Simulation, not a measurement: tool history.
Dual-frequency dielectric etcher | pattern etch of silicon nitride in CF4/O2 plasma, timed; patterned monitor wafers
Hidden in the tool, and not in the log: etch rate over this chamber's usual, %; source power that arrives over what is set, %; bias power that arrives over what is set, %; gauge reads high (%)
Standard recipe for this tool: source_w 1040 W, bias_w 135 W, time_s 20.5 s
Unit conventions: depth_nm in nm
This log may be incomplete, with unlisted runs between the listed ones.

run	hour	source_w	bias_w	time_s	wafers since the last listed run	hours since the last wet clean	hours since the last source power generator calibration	hours since the last bias power generator calibration	hours since the last upper electrode change	hours since the gauge calibration	read-back reference wafer on the same gauge, depth_nm	depth_nm
1	0.0	1040	135	20.5	0	155.4	1644.8	3804.4	2621.1	225.8	74.9	66.0
# hour 5.3: gauge calibrated
2	10.5	1040	135	20.5	211	165.9	1655.3	3814.9	2631.6	5.2	74.9	66.1
3	24.8	1040	135	20.5	288	180.2	1669.6	3829.2	2645.9	19.5	74.9	66.3
4	73.9	1040	135	20.5	988	229.3	1718.7	3878.3	2695.0	68.6	74.9	66.1
5	84.0	1040	135	20.5	203	239.4	1728.8	3888.4	2705.1	78.7	74.9	66.0
6	90.7	1040	135	20.5	134	246.1	1735.5	3895.1	2711.8	85.4	74.9	66.1
# hour 128.8: upper electrode replaced
7	129.3	1040	135	20.5	294	284.7	1774.1	3933.7	0.5	124.0	74.9	66.2
8	129.6	1040	135	20.5	6	285.0	1774.4	3934.0	0.8	124.3	74.9	66.0
9	130.7	1040	143	20.5	22	286.1	1775.5	3935.1	1.9	125.4	74.9	68.0
10	180.5	1040	143	20.5	1003	335.9	1825.3	3984.9	51.7	175.2	74.9	67.8
11	191.0	1040	143	20.5	211	346.4	1835.8	3995.4	62.2	185.7	74.9	67.8
12	208.0	1040	135	20.5	342	363.4	1852.8	4012.4	79.2	202.7	74.9	66.0
13	218.9	1040	135	20.5	219	374.3	1863.7	4023.3	90.1	213.6	74.9	66.2
# hour 228.3: bias power generator calibrated
14	236.3	1040	127	20.5	269	391.7	1881.1	8.0	107.5	231.0	74.9	64.3
# hour 242.2: source power generator calibrated
15	242.9	1110	164	20.5	52	398.3	0.7	14.6	114.1	237.6	74.9	77.0
16	253.0	1040	135	23.0	203	408.4	10.8	24.7	124.2	247.7	74.9	76.1
17	264.7	840	111	20.5	235	420.1	22.5	36.4	135.9	259.4	74.9	53.9
# hour 287.6: gauge calibrated
# hour 290.3: wet clean of the chamber
18	290.8	1220	126	23.5	42	0.5	48.6	62.5	162.0	3.2	74.9	83.5
19	297.2	1040	135	20.5	128	6.9	55.0	68.9	168.4	9.6	74.9	67.4
20	308.3	1120	113	20.5	223	18.0	66.1	80.0	179.5	20.7	74.9	65.3
21	317.9	930	103	15.0	193	27.6	75.7	89.6	189.1	30.3	74.9	40.5
22	327.0	1150	135	20.5	183	36.7	84.8	98.7	198.2	39.4	74.9	72.1
23	334.1	1040	135	20.5	142	43.8	91.9	105.8	205.3	46.5	74.9	67.3
24	345.6	1040	135	20.5	231	55.3	103.4	117.3	216.8	58.0	74.9	67.4
25	357.2	1040	135	14.5	233	66.9	115.0	128.9	228.4	69.6	74.9	47.7
26	370.2	1260	148	15.5	261	79.9	128.0	141.9	241.4	82.6	74.9	60.6

Predict the results of run 27:
27	381.0	1220	144	25.5	217	90.7	138.8	152.7	252.2	93.4	?	?

read-back reference wafer on the same gauge, depth_nm: 74.9
depth_nm: 96.3 nm
Had the tool carried no hidden state, the very same run would have given depth_nm 96.0 nm.
